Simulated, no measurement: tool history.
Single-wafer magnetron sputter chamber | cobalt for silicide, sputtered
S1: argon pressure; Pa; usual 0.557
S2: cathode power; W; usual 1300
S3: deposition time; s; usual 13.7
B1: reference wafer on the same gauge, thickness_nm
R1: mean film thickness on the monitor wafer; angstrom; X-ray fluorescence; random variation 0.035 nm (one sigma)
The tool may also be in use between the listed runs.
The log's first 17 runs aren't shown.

run     day     S1    S2    S3     B1      R1
 18  16.329  0.557  1300  13.7  6.578   82.33
 19  17.346  0.557  1300  15.8  6.565   94.12
 20  18.779  0.557  1200  13.7  6.585   75.56
     19.833  -- magnet pack replaced
 21  19.854  0.557  1200  15.4  6.584   85.69
 22  20.133  0.557  1300  13.7  6.584   81.82
 23  20.962  0.465  1050  13.7  6.586   67.87
 24  22.262  0.482  1000  14.8  6.588   69.67
 25  22.925  0.557  1600  13.7  6.580  100.49
     23.500  -- gauge calibrated
     23.633  -- sputter target and shields replaced
 26  24.329  0.370  1600  15.2  6.585  118.14
 27  25.792  0.557  1300  13.7  6.572   82.20
 28  26.862  0.557  1600  11.8  6.575   86.88
 29  27.588  0.401  1100  14.7  6.578   78.45
 30  28.350  0.666  1000  11.6  6.583   51.63
 31  29.388  0.341  1500  13.7  6.584  100.95
 32  30.200  0.453  1000  12.8  6.583   60.57
 33  31.121  0.557  1300  14.8  6.576   88.72
 34  32.146  0.557  1500  15.4  6.581  107.67

Forecast each of these 5 alternatives for the next run:
  A  32.162  0.557  1300  13.7   ?   ?
  B  32.162  0.443  1600  13.7   ?   ?
  C  32.162  0.741  1100  15.5   ?   ?
  D  32.162  0.436  1300  12.6   ?   ?
  E  32.162  0.777  1600  11.9   ?   ?

run     B1      R1
  A  6.581   82.02
  B  6.581  104.24
  C  6.581   74.61
  D  6.581   78.05
  E  6.581   82.49
Without the tool's hidden state the same runs would have given:
run      R1
  A   82.02
  B  104.24
  C   74.61
  D   78.05
  E   82.49
